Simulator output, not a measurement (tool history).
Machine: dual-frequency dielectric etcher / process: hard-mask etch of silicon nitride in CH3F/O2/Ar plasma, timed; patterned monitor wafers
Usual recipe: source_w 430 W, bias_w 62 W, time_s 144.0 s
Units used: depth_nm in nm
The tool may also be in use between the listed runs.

run,hour,source_w,bias_w,time_s,"read-back reference wafer on the same gauge, depth_nm",depth_nm
1,0.0,430,70,144.0,111.0,116.5
2,6.8,430,62,144.0,111.0,109.1
3,19.5,430,62,144.0,111.0,108.9
4,31.4,430,62,144.0,111.0,109.0
5,76.4,430,62,144.0,110.9,109.0
6,82.1,430,62,144.0,110.9,108.8
7,135.0,430,67,144.0,111.0,113.2
8,150.8,430,62,144.0,111.0,108.8
9,157.5,540,51,162.5,110.9,124.3
10,168.3,430,62,144.0,111.0,108.5
11,176.4,460,51,113.5,111.0,79.6
12,183.5,430,62,144.0,111.0,108.4
13,198.2,390,72,144.0,111.0,111.1
14,215.5,430,62,144.0,111.0,108.4
15,222.3,370,70,144.0,111.0,106.4
16,232.2,510,67,117.0,111.1,100.2
17,239.9,510,51,144.0,111.0,106.1
18,257.7,430,62,122.0,111.1,91.7
19,271.1,490,62,173.5,111.0,139.8
20,289.1,520,53,176.5,111.1,131.2
21,306.2,430,76,163.0,111.0,132.5
22,313.9,540,72,166.0,111.0,147.1
23,330.4,430,76,163.0,110.9,132.8
24,340.0,320,71,144.0,111.0,95.8
25,357.5,500,73,104.5,110.9,90.1
26,365.0,340,62,144.0,110.9,92.0
27,380.8,380,62,117.0,111.1,79.8
28,403.3,350,62,175.5,111.0,114.0
29,420.6,430,62,177.0,111.0,129.2
30,456.7,430,62,155.5,111.1,115.6
31,457.0,510,50,130.5,111.1,94.5

Removed from this log: 5 entries logged between the listed runs. Between which two listed runs does each belong, and how does the tool's hidden state at the listed run before it compare with that at the listed run after it?
Logged between run 4 and run 5: upper electrode replaced (hour 75.9)
  etch rate over this chamber's usual, %: -0.221 -> -0.365; bias power that arrives over what is set, %: 5.51 -> 5.54
  measured result minus the result with no hidden state, depth_nm: +2.8 -> +2.6 nm
Logged between run 6 and run 7: source power generator calibrated (hour 94.6); gauge calibrated (hour 123.7)
  etch rate over this chamber's usual, %: -0.384 -> -0.553; bias power that arrives over what is set, %: 5.55 -> 5.58
  measured result minus the result with no hidden state, depth_nm: +2.6 -> +2.6 nm
Logged between run 19 and run 20: bias power generator calibrated (hour 276.9)
  etch rate over this chamber's usual, %: -0.99 -> -1.05; bias power that arrives over what is set, %: 5.65 -> 0.398
  measured result minus the result with no hidden state, depth_nm: +2.6 -> -1.1 nm
Logged between run 29 and run 30: wet clean of the chamber (hour 456.2)
  etch rate over this chamber's usual, %: -1.47 -> 0.137; bias power that arrives over what is set, %: 1.28 -> 1.49
  measured result minus the result with no hidden state, depth_nm: -1.0 -> +1.1 nm

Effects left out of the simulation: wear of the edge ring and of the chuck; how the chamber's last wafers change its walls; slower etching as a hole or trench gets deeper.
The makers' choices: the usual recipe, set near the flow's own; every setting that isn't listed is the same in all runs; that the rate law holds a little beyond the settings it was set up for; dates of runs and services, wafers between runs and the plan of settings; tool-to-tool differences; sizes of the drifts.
